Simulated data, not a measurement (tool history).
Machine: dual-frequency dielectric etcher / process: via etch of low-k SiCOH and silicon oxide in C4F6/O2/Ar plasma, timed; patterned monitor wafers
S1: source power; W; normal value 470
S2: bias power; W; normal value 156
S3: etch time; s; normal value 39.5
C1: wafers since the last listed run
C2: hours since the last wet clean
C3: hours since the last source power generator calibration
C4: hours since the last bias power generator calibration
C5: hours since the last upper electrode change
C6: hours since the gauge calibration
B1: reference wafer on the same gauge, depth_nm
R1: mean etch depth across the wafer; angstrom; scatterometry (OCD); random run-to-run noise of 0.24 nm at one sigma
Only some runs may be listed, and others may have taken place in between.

Run 1, hour 0: usual settings but S3 42 s; C1 0; C2 165.7; C3 4672.2; C4 1216.7; C5 3520.5; C6 421.8; B1 79.7. Result: R1 1022 angstrom.
Run 2, hour 14.8: usual settings; C1 142; C2 180.5; C3 4687; C4 1231.5; C5 3535.3; C6 436.6; B1 79.8. Result: R1 958 angstrom.
Run 3, hour 29: usual settings; C1 137; C2 194.7; C3 4701.2; C4 1245.7; C5 3549.5; C6 450.8; B1 79.7. Result: R1 963 angstrom.
Run 4, hour 45.3: usual settings; C1 157; C2 211; C3 4717.5; C4 1262; C5 3565.8; C6 467.1; B1 79.7. Result: R1 961 angstrom.
Run 5, hour 56.9: usual settings; C1 112; C2 222.6; C3 4729.1; C4 1273.6; C5 3577.4; C6 478.7; B1 79.7. Result: R1 966 angstrom.
Run 6, hour 70.1: usual settings; C1 127; C2 235.8; C3 4742.3; C4 1286.8; C5 3590.6; C6 491.9; B1 79.7. Result: R1 966 angstrom.
Run 7, hour 85.8: usual settings; C1 151; C2 251.5; C3 4758; C4 1302.5; C5 3606.3; C6 507.6; B1 79.7. Result: R1 960 angstrom.
Run 8, hour 127.6: usual settings; C1 403; C2 293.3; C3 4799.8; C4 1344.3; C5 3648.1; C6 549.4; B1 79.7. Result: R1 961 angstrom.
Run 9, hour 143.3: usual settings; C1 151; C2 309; C3 4815.5; C4 1360; C5 3663.8; C6 565.1; B1 79.7. Result: R1 958 angstrom.
Run 10, hour 154.3: usual settings; C1 106; C2 320; C3 4826.5; C4 1371; C5 3674.8; C6 576.1; B1 79.7. Result: R1 960 angstrom.
Run 11, hour 170.4: usual settings but S3 44.5 s; C1 155; C2 336.1; C3 4842.6; C4 1387.1; C5 3690.9; C6 592.2; B1 79.7. Result: R1 1084 angstrom.
Run 12, hour 178.4: usual settings but S3 44.5 s; C1 77; C2 344.1; C3 4850.6; C4 1395.1; C5 3698.9; C6 600.2; B1 79.7. Result: R1 1080 angstrom.
Run 13, hour 195.8: usual settings; C1 168; C2 361.5; C3 4868; C4 1412.5; C5 3716.3; C6 617.6; B1 79.7. Result: R1 957 angstrom.
Run 14, hour 202.2: usual settings; C1 61; C2 367.9; C3 4874.4; C4 1418.9; C5 3722.7; C6 624; B1 79.7. Result: R1 958 angstrom.
Run 15, hour 210.1: usual settings but S2 170 W; C1 76; C2 375.8; C3 4882.3; C4 1426.8; C5 3730.6; C6 631.9; B1 79.7. Result: R1 990 angstrom.
At hour 219.2: gauge calibrated.
At hour 230.9: source power generator calibrated.
Run 16, hour 231.4: usual settings but S1 510 W, S2 171 W, S3 51.5 s; C1 167; C2 397.1; C3 0.5; C4 1448.1; C5 3751.9; C6 12.2; B1 79.7. Result: R1 1324 angstrom.
Run 17, hour 235.5: usual settings but S1 420 W, S2 167 W; C1 39; C2 401.2; C3 4.6; C4 1452.2; C5 3756; C6 16.3; B1 79.7. Result: R1 950 angstrom.
At hour 251.3: bias power generator calibrated.
Run 18, hour 270.7: usual settings; C1 301; C2 436.4; C3 39.8; C4 19.4; C5 3791.2; C6 51.5; B1 79.7. Result: R1 957 angstrom.
At hour 301.8: upper electrode replaced.
Run 19, hour 302.3: usual settings but S3 33.5 s; C1 73; C2 468; C3 71.4; C4 51; C5 0.5; C6 83.1; B1 79.7. Result: R1 815 angstrom.
Run 20, hour 302.6: usual settings but S1 420 W, S3 44.5 s; C1 2; C2 468.3; C3 71.7; C4 51.3; C5 0.8; C6 83.4; B1 79.7. Result: R1 1044 angstrom.
Run 21, hour 302.9: usual settings but S1 510 W, S2 171 W, S3 51.5 s; C1 2; C2 468.6; C3 72; C4 51.6; C5 1.1; C6 83.7; B1 79.7. Result: R1 1330 angstrom.
Run 22, hour 318.9: usual settings but S2 190 W; C1 154; C2 484.6; C3 88; C4 67.6; C5 17.1; C6 99.7; B1 79.7. Result: R1 1022 angstrom.
At hour 378.3: wet clean of the chamber.
Run 23, hour 378.8: usual settings but S1 380 W, S3 29.5 s; C1 346; C2 0.5; C3 147.9; C4 127.5; C5 77; C6 159.6; B1 79.7. Result: R1 670 angstrom.
Run 24, hour 401: usual settings; C1 214; C2 22.7; C3 170.1; C4 149.7; C5 99.2; C6 181.8; B1 79.7. Result: R1 962 angstrom.
Run 25, hour 413.1: usual settings but S3 47 s; C1 116; C2 34.8; C3 182.2; C4 161.8; C5 111.3; C6 193.9; B1 79.7. Result: R1 1144 angstrom.
Run 26, hour 424.5: usual settings but S1 560 W, S2 144 W, S3 31 s; C1 110; C2 46.2; C3 193.6; C4 173.2; C5 122.7; C6 205.3; B1 79.7. Result: R1 776 angstrom.
Run 27, hour 442.5: usual settings but S1 350 W; C1 173; C2 64.2; C3 211.6; C4 191.2; C5 140.7; C6 223.3; B1 79.7. Result: R1 874 angstrom.
Run 28, hour 451.2: usual settings but S1 520 W, S2 128 W, S3 29 s; C1 84; C2 72.9; C3 220.3; C4 199.9; C5 149.4; C6 232; B1 79.7. Result: R1 686 angstrom.
Run 29, hour 457.9: usual settings; C1 64; C2 79.6; C3 227; C4 206.6; C5 156.1; C6 238.7; B1 79.7. Result: R1 963 angstrom.
Run 30, hour 469.6: usual settings; C1 113; C2 91.3; C3 238.7; C4 218.3; C5 167.8; C6 250.4; B1 79.7. Result: R1 963 angstrom.
Run 31, hour 486: usual settings but S1 400 W, S2 130 W, S3 28.5 s; C1 158; C2 107.7; C3 255.1; C4 234.7; C5 184.2; C6 266.8; B1 79.7. Result: R1 619 angstrom.

What if the next run were any one of these 3? Each begins from the tool's condition after run 31:
Run A, hour 486.4: usual settings; C1 3; C2 108.1; C3 255.5; C4 235.1; C5 184.6; C6 267.2; B1 ?. Result: R1 ?.
Run B, hour 486.4: usual settings but S2 168 W; C1 3; C2 108.1; C3 255.5; C4 235.1; C5 184.6; C6 267.2; B1 ?. Result: R1 ?.
Run C, hour 486.4: usual settings but S2 184 W; C1 3; C2 108.1; C3 255.5; C4 235.1; C5 184.6; C6 267.2; B1 ?. Result: R1 ?.

run    B1    R1
  A  79.7   960
  B  79.7   984
  C  79.7  1015
The same runs, with their run-to-run variation unchanged, on a tool lacking any hidden condition would have given:
run    R1
  A   960
  B   984
  C  1015

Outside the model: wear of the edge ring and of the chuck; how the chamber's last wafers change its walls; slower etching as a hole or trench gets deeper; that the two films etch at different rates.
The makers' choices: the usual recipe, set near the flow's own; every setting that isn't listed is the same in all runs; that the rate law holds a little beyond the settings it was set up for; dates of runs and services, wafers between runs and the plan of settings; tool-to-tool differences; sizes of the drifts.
